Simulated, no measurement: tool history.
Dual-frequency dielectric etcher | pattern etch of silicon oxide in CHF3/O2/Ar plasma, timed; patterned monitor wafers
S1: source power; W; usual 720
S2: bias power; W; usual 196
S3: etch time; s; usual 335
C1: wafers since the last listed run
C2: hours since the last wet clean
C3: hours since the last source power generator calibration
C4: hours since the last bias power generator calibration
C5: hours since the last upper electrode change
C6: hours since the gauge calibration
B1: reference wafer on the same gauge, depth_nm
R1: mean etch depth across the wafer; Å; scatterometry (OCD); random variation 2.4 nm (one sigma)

run	day	S1	S2	S3	C1	C2	C3	C4	C5	C6	B1	R1
1	0	720	196	335	0	333	3378.2	1529.7	3738.8	636.8	719.2	8534
2	4.117	720	196	335	461	431.8	3477	1628.5	3837.6	735.6	719.3	8610
3	5.758	720	196	335	184	471.2	3516.4	1667.9	3877	775	719.6	8644
4	9.354	860	196	335	403	557.5	3602.7	1754.2	3963.3	861.3	719.3	9200
5	10.888	860	196	335	171	594.3	3639.5	1791	4000.1	898.1	718.9	9273
# day 12.446: wet clean of the chamber
6	13.088	720	196	335	134	15.4	3692.3	1843.8	4052.9	950.9	719	8353
7	15.117	720	196	335	227	64.1	3741	1892.5	4101.6	999.6	719.2	8335
8	18.583	720	196	335	388	147.3	3824.2	1975.7	4184.8	1082.8	717.7	8383
9	21.904	720	196	335	372	227	3903.9	2055.4	4264.5	1162.5	718.2	8446
10	25.771	720	196	335	433	319.8	3996.7	2148.2	4357.3	1255.3	718.6	8482
11	28.067	720	196	335	257	374.9	4051.8	2203.3	4412.4	1310.4	719.6	8507
# day 28.217: gauge calibrated
12	30.508	720	196	335	273	433.5	4110.4	2261.9	4471	55	718.8	8538
# day 32.996: wet clean of the chamber
13	33.229	720	196	335	192	5.6	4175.7	2327.2	4536.3	120.3	719.7	8478
14	35.604	720	196	335	266	62.6	4232.7	2384.2	4593.3	177.3	719.3	8430
15	38.783	770	214	291	356	138.9	4309	2460.5	4669.6	253.6	719	7764
16	42.042	720	215	399.5	365	217.1	4387.2	2538.7	4747.8	331.8	719.3	10483
17	43.55	800	149	366.5	169	253.3	4423.4	2574.9	4784	368	719	8870
# day 44.754: source power generator calibrated
18	45.833	720	196	335	237	308.1	25.9	2629.7	4838.8	422.8	718.2	8549
# day 47.729: bias power generator calibrated
# day 49.638: upper electrode replaced
19	49.908	720	196	335	326	405.9	123.7	52.3	6.5	520.6	717.7	8603
# day 53.421: wet clean of the chamber
20	54.379	830	223	387	389	23	231	159.6	113.8	627.9	719.4	10646
21	57.75	860	175	398	377	103.9	311.9	240.5	194.7	708.8	718.3	10198
22	61.412	630	177	335	410	191.8	399.8	328.4	282.6	796.7	718.6	7770
23	63.633	720	196	285	248	245.1	453.1	381.7	335.9	850	719	7210
24	66.354	720	196	335	305	310.4	518.4	447	401.2	915.3	719.5	8526
25	68.954	720	235	335	291	372.8	580.8	509.4	463.6	977.7	719.3	9100
26	71.904	580	169	251	330	443.6	651.6	580.2	534.4	1048.5	718.2	5632
# day 73.883: wet clean of the chamber
27	75.35	720	196	335	274	35.2	734.3	662.9	617.1	1131.2	718.7	8357

What the log doesn't show, run by run:
source power that arrives over what is set, %: 0 in every run
bias power that arrives over what is set, %: 0 in every run
gauge reads high (%): 0 in every run
H1: etch rate over this chamber's usual, %
run	H1
1	2.18
2	2.75
3	2.97
4	3.46
5	3.67
6	-0.457
7	-0.18
8	0.294
9	0.748
10	1.28
11	1.59
12	1.92
13	0.608
14	0.933
15	1.37
16	1.81
17	2.02
18	2.33
19	2.89
20	-0.0901
21	0.371
22	0.871
23	1.17
24	1.55
25	1.9
26	2.31
27	-0.0338
